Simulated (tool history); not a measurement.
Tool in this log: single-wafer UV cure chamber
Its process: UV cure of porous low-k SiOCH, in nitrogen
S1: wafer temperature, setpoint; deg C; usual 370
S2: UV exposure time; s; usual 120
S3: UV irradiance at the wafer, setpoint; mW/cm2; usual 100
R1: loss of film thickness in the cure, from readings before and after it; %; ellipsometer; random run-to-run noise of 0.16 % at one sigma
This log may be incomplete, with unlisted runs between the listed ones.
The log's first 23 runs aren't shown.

-- day=80.996 quartz window cleaned
run 24 day=81.608 | S1=355 S2=50 S3=135 | R1=7.433
run 25 day=84.767 | S1=381 S2=175 S3=83 | R1=11.601
run 26 day=86.442 | S1=370 S2=120 S3=87 | R1=9.934
run 27 day=89.296 | S1=370 S2=135 S3=100 | R1=10.845
run 28 day=92.392 | S1=378 S2=180 S3=127 | R1=13.651
-- day=99.429 UV bulbs replaced
run 29 day=105.446 | S1=376 S2=185 S3=66 | R1=9.899
-- day=109.108 quartz window cleaned
run 30 day=109.521 | S1=384 S2=120 S3=100 | R1=11.015
run 31 day=113.829 | S1=389 S2=95 S3=82 | R1=8.804
run 32 day=115.396 | S1=382 S2=80 S3=100 | R1=8.437
run 33 day=117.612 | S1=386 S2=150 S3=127 | R1=13.190
run 34 day=119.567 | S1=376 S2=190 S3=120 | R1=13.846
run 35 day=128.317 | S1=370 S2=120 S3=139 | R1=11.905
run 36 day=131.529 | S1=378 S2=180 S3=127 | R1=13.448
run 37 day=133.267 | S1=370 S2=120 S3=61 | R1=7.559
run 38 day=137.042 | S1=360 S2=150 S3=100 | R1=10.840
-- day=139.817 quartz window cleaned
run 39 day=140.696 | S1=370 S2=120 S3=100 | R1=10.637

3 ways to go on from here, each from the tool as it stands after run 39. What would each give?
run A day=140.717 | S1=370 S2=120 S3=134 | R1=?
run B day=140.717 | S1=356 S2=180 S3=112 | R1=?
run C day=140.717 | S1=359 S2=120 S3=112 | R1=?

run=A R1=12.073
run=B R1=12.957
run=C R1=10.889
What these runs would have given with no unlogged condition in the tool:
run=A R1=12.190
run=B R1=13.075
run=C R1=11.003

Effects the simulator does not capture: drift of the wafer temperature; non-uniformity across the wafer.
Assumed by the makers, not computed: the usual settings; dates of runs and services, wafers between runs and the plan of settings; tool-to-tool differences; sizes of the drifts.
